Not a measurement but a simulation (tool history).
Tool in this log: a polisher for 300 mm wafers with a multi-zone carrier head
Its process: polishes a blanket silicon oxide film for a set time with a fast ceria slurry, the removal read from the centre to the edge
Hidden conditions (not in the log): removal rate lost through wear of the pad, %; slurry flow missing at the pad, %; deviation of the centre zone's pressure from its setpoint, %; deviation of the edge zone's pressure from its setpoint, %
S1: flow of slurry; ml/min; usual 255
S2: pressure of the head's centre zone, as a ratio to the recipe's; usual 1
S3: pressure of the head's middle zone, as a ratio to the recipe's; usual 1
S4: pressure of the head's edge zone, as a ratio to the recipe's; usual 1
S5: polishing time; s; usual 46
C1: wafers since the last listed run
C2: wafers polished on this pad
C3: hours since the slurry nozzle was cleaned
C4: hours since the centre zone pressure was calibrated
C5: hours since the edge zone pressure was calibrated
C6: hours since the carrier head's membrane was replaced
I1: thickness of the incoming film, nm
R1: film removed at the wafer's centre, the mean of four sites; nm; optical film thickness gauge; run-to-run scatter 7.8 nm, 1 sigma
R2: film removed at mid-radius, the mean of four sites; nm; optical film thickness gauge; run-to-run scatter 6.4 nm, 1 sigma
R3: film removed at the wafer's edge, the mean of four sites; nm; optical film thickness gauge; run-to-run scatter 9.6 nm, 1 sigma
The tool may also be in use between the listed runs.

{"run": 1, "day": 0.0, "S1": 255, "S2": 1, "S3": 1, "S4": 1, "S5": 46, "C1": 0, "C2": 1485, "C3": 540.2, "C4": 1264, "C5": 23.5, "C6": 18.1, "I1": 2313.4, "R1": 578, "R2": 576, "R3": 618.4}
{"day": 0.567, "done": "worn pad replaced by a new one"}
{"run": 2, "day": 0.588, "S1": 255, "S2": 1, "S3": 1, "S4": 1, "S5": 46, "C1": 165, "C2": 7, "C3": 554.3, "C4": 1278.1, "C5": 37.6, "C6": 32.2, "I1": 2286.1, "R1": 646.1, "R2": 638.6, "R3": 669.9}
{"run": 3, "day": 1.725, "S1": 255, "S2": 1, "S3": 1, "S4": 1, "S5": 46, "C1": 447, "C2": 454, "C3": 581.6, "C4": 1305.4, "C5": 64.9, "C6": 59.5, "I1": 2305.4, "R1": 636.6, "R2": 647.5, "R3": 679.9}
{"run": 4, "day": 2.4, "S1": 255, "S2": 1, "S3": 1, "S4": 1, "S5": 46, "C1": 265, "C2": 719, "C3": 597.8, "C4": 1321.6, "C5": 81.1, "C6": 75.7, "I1": 2291, "R1": 628.2, "R2": 628.3, "R3": 665}
{"run": 5, "day": 2.921, "S1": 255, "S2": 1, "S3": 1, "S4": 1, "S5": 46, "C1": 204, "C2": 924, "C3": 610.3, "C4": 1334.1, "C5": 93.6, "C6": 88.2, "I1": 2305.9, "R1": 623, "R2": 612, "R3": 661.2}
{"run": 6, "day": 3.362, "S1": 255, "S2": 1, "S3": 0.96, "S4": 1, "S5": 40, "C1": 173, "C2": 1097, "C3": 620.9, "C4": 1344.7, "C5": 104.2, "C6": 98.8, "I1": 2275.5, "R1": 531, "R2": 521.7, "R3": 562}
{"run": 7, "day": 3.983, "S1": 255, "S2": 1, "S3": 1.09, "S4": 1, "S5": 60, "C1": 243, "C2": 1341, "C3": 635.8, "C4": 1359.6, "C5": 119.1, "C6": 113.7, "I1": 2315.3, "R1": 789.3, "R2": 857.4, "R3": 823.2}
{"run": 8, "day": 4.346, "S1": 255, "S2": 1, "S3": 0.91, "S4": 1.06, "S5": 51, "C1": 142, "C2": 1484, "C3": 644.5, "C4": 1368.3, "C5": 127.8, "C6": 122.4, "I1": 2291.4, "R1": 658.6, "R2": 611.8, "R3": 706.1}
{"run": 9, "day": 5.008, "S1": 330, "S2": 0.96, "S3": 1, "S4": 1, "S5": 46, "C1": 260, "C2": 1744, "C3": 660.4, "C4": 1384.2, "C5": 143.7, "C6": 138.3, "I1": 2286.9, "R1": 589.7, "R2": 602.5, "R3": 638}
{"day": 5.529, "done": "worn pad replaced by a new one"}
{"run": 10, "day": 5.729, "S1": 255, "S2": 0.96, "S3": 1.09, "S4": 1, "S5": 46, "C1": 217, "C2": 78, "C3": 677.7, "C4": 1401.5, "C5": 161, "C6": 155.6, "I1": 2272.3, "R1": 604.2, "R2": 684.8, "R3": 669.6}
{"run": 11, "day": 6.35, "S1": 255, "S2": 1.12, "S3": 1, "S4": 1, "S5": 46, "C1": 243, "C2": 322, "C3": 692.6, "C4": 1416.4, "C5": 175.9, "C6": 170.5, "I1": 2301.1, "R1": 697.2, "R2": 635, "R3": 661.7}
{"run": 12, "day": 6.717, "S1": 255, "S2": 1, "S3": 0.93, "S4": 0.91, "S5": 46, "C1": 144, "C2": 466, "C3": 701.4, "C4": 1425.2, "C5": 184.7, "C6": 179.3, "I1": 2285.3, "R1": 628.4, "R2": 596.6, "R3": 632.3}
{"day": 7.171, "done": "slurry nozzle cleaned"}
{"day": 7.338, "done": "centre zone pressure recalibrated"}
{"run": 13, "day": 7.454, "S1": 255, "S2": 1, "S3": 1, "S4": 0.92, "S5": 32, "C1": 240, "C2": 707, "C3": 6.8, "C4": 2.8, "C5": 202.4, "C6": 197, "I1": 2269.9, "R1": 492, "R2": 481.6, "R3": 470}
{"run": 14, "day": 8.046, "S1": 340, "S2": 1, "S3": 1, "S4": 1.05, "S5": 46, "C1": 232, "C2": 939, "C3": 21, "C4": 17, "C5": 216.6, "C6": 211.2, "I1": 2306.1, "R1": 732.5, "R2": 715.6, "R3": 727.5}
{"run": 15, "day": 8.375, "S1": 255, "S2": 1.07, "S3": 1, "S4": 1, "S5": 46, "C1": 129, "C2": 1069, "C3": 28.9, "C4": 24.9, "C5": 224.5, "C6": 219.1, "I1": 2278.6, "R1": 717.7, "R2": 677.1, "R3": 691.2}
{"run": 16, "day": 8.925, "S1": 255, "S2": 1, "S3": 1, "S4": 1, "S5": 46, "C1": 216, "C2": 1285, "C3": 42.1, "C4": 38.1, "C5": 237.7, "C6": 232.3, "I1": 2297.4, "R1": 667.6, "R2": 665.3, "R3": 689.4}
{"run": 17, "day": 9.625, "S1": 310, "S2": 0.96, "S3": 1, "S4": 1, "S5": 46, "C1": 275, "C2": 1560, "C3": 58.9, "C4": 54.9, "C5": 254.5, "C6": 249.1, "I1": 2307.7, "R1": 631.3, "R2": 660.5, "R3": 672.1}

Expected results for the next run?
{"day": 9.946, "done": "worn pad replaced by a new one"}
{"run": 18, "day": 10.012, "S1": 255, "S2": 1, "S3": 1.05, "S4": 0.89, "S5": 46, "C1": 86, "C2": 25, "C3": 68.2, "C4": 64.2, "C5": 263.8, "C6": 258.4, "I1": 2263.6, "R1": "?", "R2": "?", "R3": "?"}

Logged for run 18: R1 698.7 nm, R2 719.8 nm, R3 685 nm.
With the hidden condition absent and the run-to-run variation left alone, this run would have shown R1 724.3 nm, R2 744.4 nm, R3 704.4 nm.
